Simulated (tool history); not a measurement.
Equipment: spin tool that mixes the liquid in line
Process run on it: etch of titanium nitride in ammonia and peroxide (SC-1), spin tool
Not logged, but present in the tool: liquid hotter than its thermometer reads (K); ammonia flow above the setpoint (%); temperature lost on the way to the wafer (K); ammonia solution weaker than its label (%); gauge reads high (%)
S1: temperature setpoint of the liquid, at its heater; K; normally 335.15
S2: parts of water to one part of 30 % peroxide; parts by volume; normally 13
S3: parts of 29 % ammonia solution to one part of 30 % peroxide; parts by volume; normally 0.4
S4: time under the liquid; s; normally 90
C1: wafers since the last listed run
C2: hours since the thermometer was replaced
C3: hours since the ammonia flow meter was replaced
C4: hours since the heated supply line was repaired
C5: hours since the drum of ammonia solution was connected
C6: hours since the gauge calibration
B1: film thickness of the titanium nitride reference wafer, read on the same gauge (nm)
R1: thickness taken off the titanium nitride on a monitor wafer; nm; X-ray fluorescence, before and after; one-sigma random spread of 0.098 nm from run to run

{"run": 1, "hour": 0.0, "S1": 335.15, "S2": 13, "S3": 0.55, "S4": 90, "C1": 0, "C2": 810.9, "C3": 2180, "C4": 2760.1, "C5": 205.9, "C6": 290.5, "B1": 149.98, "R1": 8.55}
{"run": 2, "hour": 17.3, "S1": 335.15, "S2": 13, "S3": 0.4, "S4": 90, "C1": 155, "C2": 828.2, "C3": 2197.3, "C4": 2777.4, "C5": 223.2, "C6": 307.8, "B1": 150.04, "R1": 8.05}
{"run": 3, "hour": 31.8, "S1": 335.15, "S2": 13, "S3": 0.4, "S4": 90, "C1": 130, "C2": 842.7, "C3": 2211.8, "C4": 2791.9, "C5": 237.7, "C6": 322.3, "B1": 150.03, "R1": 8.01}
{"hour": 38.9, "done": "ammonia flow meter replaced"}
{"hour": 43.2, "done": "new drum of ammonia solution connected"}
{"run": 4, "hour": 44.6, "S1": 335.15, "S2": 13, "S3": 0.4, "S4": 90, "C1": 97, "C2": 855.5, "C3": 5.7, "C4": 2804.7, "C5": 1.4, "C6": 335.1, "B1": 149.99, "R1": 8.03}
{"hour": 54.6, "done": "gauge calibrated"}
{"run": 5, "hour": 60.7, "S1": 335.15, "S2": 13, "S3": 0.4, "S4": 90, "C1": 144, "C2": 871.6, "C3": 21.8, "C4": 2820.8, "C5": 17.5, "C6": 6.1, "B1": 150.04, "R1": 7.92}
{"run": 6, "hour": 73.2, "S1": 335.15, "S2": 13, "S3": 0.4, "S4": 90, "C1": 112, "C2": 884.1, "C3": 34.3, "C4": 2833.3, "C5": 30, "C6": 18.6, "B1": 150.03, "R1": 7.91}
{"run": 7, "hour": 89.3, "S1": 335.15, "S2": 13, "S3": 0.4, "S4": 90, "C1": 144, "C2": 900.2, "C3": 50.4, "C4": 2849.4, "C5": 46.1, "C6": 34.7, "B1": 149.99, "R1": 8.1}
{"run": 8, "hour": 103.7, "S1": 335.15, "S2": 13, "S3": 0.4, "S4": 90, "C1": 129, "C2": 914.6, "C3": 64.8, "C4": 2863.8, "C5": 60.5, "C6": 49.1, "B1": 149.99, "R1": 7.9}
{"run": 9, "hour": 112.0, "S1": 335.15, "S2": 13, "S3": 0.4, "S4": 90, "C1": 74, "C2": 922.9, "C3": 73.1, "C4": 2872.1, "C5": 68.8, "C6": 57.4, "B1": 149.96, "R1": 7.98}
{"run": 10, "hour": 128.4, "S1": 335.15, "S2": 13, "S3": 0.4, "S4": 115, "C1": 147, "C2": 939.3, "C3": 89.5, "C4": 2888.5, "C5": 85.2, "C6": 73.8, "B1": 150, "R1": 10.39}
{"hour": 138.2, "done": "thermometer replaced"}
{"run": 11, "hour": 138.7, "S1": 343.15, "S2": 13, "S3": 0.25, "S4": 90, "C1": 83, "C2": 0.5, "C3": 99.8, "C4": 2898.8, "C5": 95.5, "C6": 84.1, "B1": 149.99, "R1": 12.47}
{"run": 12, "hour": 152.5, "S1": 335.15, "S2": 13, "S3": 0.3, "S4": 110, "C1": 124, "C2": 14.3, "C3": 113.6, "C4": 2912.6, "C5": 109.3, "C6": 97.9, "B1": 149.99, "R1": 9.22}
{"run": 13, "hour": 167.5, "S1": 340.65, "S2": 13, "S3": 0.35, "S4": 75, "C1": 134, "C2": 29.3, "C3": 128.6, "C4": 2927.6, "C5": 124.3, "C6": 112.9, "B1": 150.02, "R1": 9.16}
{"run": 14, "hour": 179.4, "S1": 335.15, "S2": 8, "S3": 0.2, "S4": 90, "C1": 106, "C2": 41.2, "C3": 140.5, "C4": 2939.5, "C5": 136.2, "C6": 124.8, "B1": 150.02, "R1": 9.09}
{"run": 15, "hour": 194.6, "S1": 340.65, "S2": 8.5, "S3": 0.6, "S4": 130, "C1": 136, "C2": 56.4, "C3": 155.7, "C4": 2954.7, "C5": 151.4, "C6": 140, "B1": 150.02, "R1": 22.07}
{"hour": 201.8, "done": "heated supply line repaired"}
{"run": 16, "hour": 209.8, "S1": 335.15, "S2": 13, "S3": 0.25, "S4": 90, "C1": 127, "C2": 71.6, "C3": 170.9, "C4": 8, "C5": 166.6, "C6": 155.2, "B1": 150, "R1": 9.61}
{"run": 17, "hour": 220.0, "S1": 335.15, "S2": 13, "S3": 0.4, "S4": 90, "C1": 91, "C2": 81.8, "C3": 181.1, "C4": 18.2, "C5": 176.8, "C6": 165.4, "B1": 150, "R1": 10.36}
{"run": 18, "hour": 226.3, "S1": 335.15, "S2": 13, "S3": 0.25, "S4": 110, "C1": 56, "C2": 88.1, "C3": 187.4, "C4": 24.5, "C5": 183.1, "C6": 171.7, "B1": 149.99, "R1": 11.69}
{"run": 19, "hour": 237.4, "S1": 325.15, "S2": 13, "S3": 0.4, "S4": 90, "C1": 99, "C2": 99.2, "C3": 198.5, "C4": 35.6, "C5": 194.2, "C6": 182.8, "B1": 150, "R1": 5.37}
{"run": 20, "hour": 251.3, "S1": 343.15, "S2": 13, "S3": 0.4, "S4": 90, "C1": 124, "C2": 113.1, "C3": 212.4, "C4": 49.5, "C5": 208.1, "C6": 196.7, "B1": 150.03, "R1": 17.39}
{"run": 21, "hour": 266.5, "S1": 338.15, "S2": 13, "S3": 0.4, "S4": 90, "C1": 136, "C2": 128.3, "C3": 227.6, "C4": 64.7, "C5": 223.3, "C6": 211.9, "B1": 150.01, "R1": 12.56}
{"run": 22, "hour": 278.7, "S1": 335.15, "S2": 13, "S3": 0.4, "S4": 90, "C1": 109, "C2": 140.5, "C3": 239.8, "C4": 76.9, "C5": 235.5, "C6": 224.1, "B1": 150.02, "R1": 10.51}
{"run": 23, "hour": 295.1, "S1": 335.15, "S2": 13, "S3": 0.3, "S4": 110, "C1": 147, "C2": 156.9, "C3": 256.2, "C4": 93.3, "C5": 251.9, "C6": 240.5, "B1": 150, "R1": 12.12}

5 ways to go on from here, each from the tool as it stands after run 23. What would each give?
{"run": "A", "hour": 295.5, "S1": 335.15, "S2": 13, "S3": 0.4, "S4": 90, "C1": 3, "C2": 157.3, "C3": 256.6, "C4": 93.7, "C5": 252.3, "C6": 240.9, "B1": "?", "R1": "?"}
{"run": "B", "hour": 295.5, "S1": 327.65, "S2": 13, "S3": 0.4, "S4": 90, "C1": 3, "C2": 157.3, "C3": 256.6, "C4": 93.7, "C5": 252.3, "C6": 240.9, "B1": "?", "R1": "?"}
{"run": "C", "hour": 295.5, "S1": 335.15, "S2": 13, "S3": 0.4, "S4": 55, "C1": 3, "C2": 157.3, "C3": 256.6, "C4": 93.7, "C5": 252.3, "C6": 240.9, "B1": "?", "R1": "?"}
{"run": "D", "hour": 295.5, "S1": 342.15, "S2": 7, "S3": 0.5, "S4": 90, "C1": 3, "C2": 157.3, "C3": 256.6, "C4": 93.7, "C5": 252.3, "C6": 240.9, "B1": "?", "R1": "?"}
{"run": "E", "hour": 295.5, "S1": 335.15, "S2": 13, "S3": 0.55, "S4": 135, "C1": 3, "C2": 157.3, "C3": 256.6, "C4": 93.7, "C5": 252.3, "C6": 240.9, "B1": "?", "R1": "?"}

run=A B1=150.03 R1=10.32
run=B B1=150.03 R1=6.27
run=C B1=150.03 R1=6.31
run=D B1=150.03 R1=23.11
run=E B1=150.03 R1=16.4
The same runs, with their run-to-run variation unchanged, on a tool lacking any hidden condition would have given:
run=A R1=10.59
run=B R1=6.44
run=C R1=6.47
run=D R1=23.69
run=E R1=16.83
